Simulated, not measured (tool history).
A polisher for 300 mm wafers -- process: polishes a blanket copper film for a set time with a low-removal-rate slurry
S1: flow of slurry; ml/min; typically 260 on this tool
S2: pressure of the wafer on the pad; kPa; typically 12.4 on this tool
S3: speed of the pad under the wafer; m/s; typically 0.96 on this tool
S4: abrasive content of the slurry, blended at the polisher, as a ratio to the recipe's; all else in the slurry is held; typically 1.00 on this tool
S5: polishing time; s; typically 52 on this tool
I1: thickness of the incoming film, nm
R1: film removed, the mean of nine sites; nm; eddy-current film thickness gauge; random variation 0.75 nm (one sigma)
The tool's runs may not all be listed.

run	day	S1	S2	S3	S4	S5	I1	R1
1	0.000	260	12.4	0.96	1.00	52	932.3	89.1
2	0.338	260	12.4	0.96	1.00	52	931.4	89.7
3	1.012	260	12.4	0.96	1.00	52	926.5	90.7
# day 1.450: slurry blender recalibrated
4	1.621	260	12.4	0.96	1.00	52	923.1	90.6
5	2.075	260	12.4	0.96	1.00	52	926.8	89.9
# day 2.479: worn pad replaced by a new one
6	2.779	260	12.4	0.96	1.25	63	920.1	115.2
7	3.346	260	12.4	0.96	1.00	52	914.7	89.8
8	3.825	260	11.7	0.96	1.00	52	922.8	87.3
9	4.208	260	11.7	0.96	1.00	52	919.5	85.6
10	4.575	260	13.1	0.96	1.00	52	937.5	95.0
11	5.312	260	13.1	0.96	1.00	52	947.3	95.1
12	5.804	260	12.4	0.96	1.00	52	932.5	89.7
# day 6.133: head pressure recalibrated
13	6.154	260	12.4	0.96	1.00	52	935.6	90.3
14	6.488	260	12.4	0.96	1.00	52	933.4	90.7
15	7.150	210	15.2	1.06	1.20	52	934.4	119.7
# day 7.275: slurry nozzle cleaned
16	7.829	260	12.4	0.96	1.00	38	929.4	65.8
17	8.233	260	12.4	0.96	1.00	52	942.4	90.9
# day 8.612: slurry blender recalibrated
# day 8.621: worn pad replaced by a new one
18	8.975	260	12.4	0.72	1.00	45	909.8	58.5
19	9.438	260	12.4	0.96	1.00	52	945.7	88.2
20	11.192	260	12.4	0.96	1.00	52	924.3	90.6
21	11.725	230	16.5	0.96	1.00	52	932.7	114.5
22	12.046	260	12.4	0.96	0.90	52	945.2	87.1
23	12.488	260	12.4	0.96	1.00	52	933.2	90.7
24	13.229	235	9.7	1.20	1.00	40	944.0	69.0
25	13.871	225	9.7	0.78	1.15	52	920.8	59.5
# day 14.412: worn pad replaced by a new one
26	14.433	260	10.3	0.96	1.00	52	924.5	77.5
27	15.012	260	12.4	0.96	1.25	52	943.0	94.0
28	15.638	260	12.4	0.96	1.00	52	939.6	91.8
29	16.350	260	12.4	0.96	1.30	64	924.4	117.7

5 options for the next run, each taken on its own from the tool as it stands now. Forecast them:
A	16.367	260	9.0	0.96	1.00	52	942.6	?
B	16.367	180	15.2	0.96	1.00	38	942.6	?
C	16.367	205	9.0	0.96	0.80	57	942.6	?
D	16.367	260	15.9	0.96	1.25	52	942.6	?
E	16.367	335	12.4	0.96	1.00	52	942.6	?

run	R1
A	67.9
B	75.5
C	69.4
D	117.2
E	91.7
Take away the tool's hidden state, keep each run's random variation, and the runs would have read:
run	R1
A	67.9
B	75.5
C	69.4
D	117.2
E	91.7
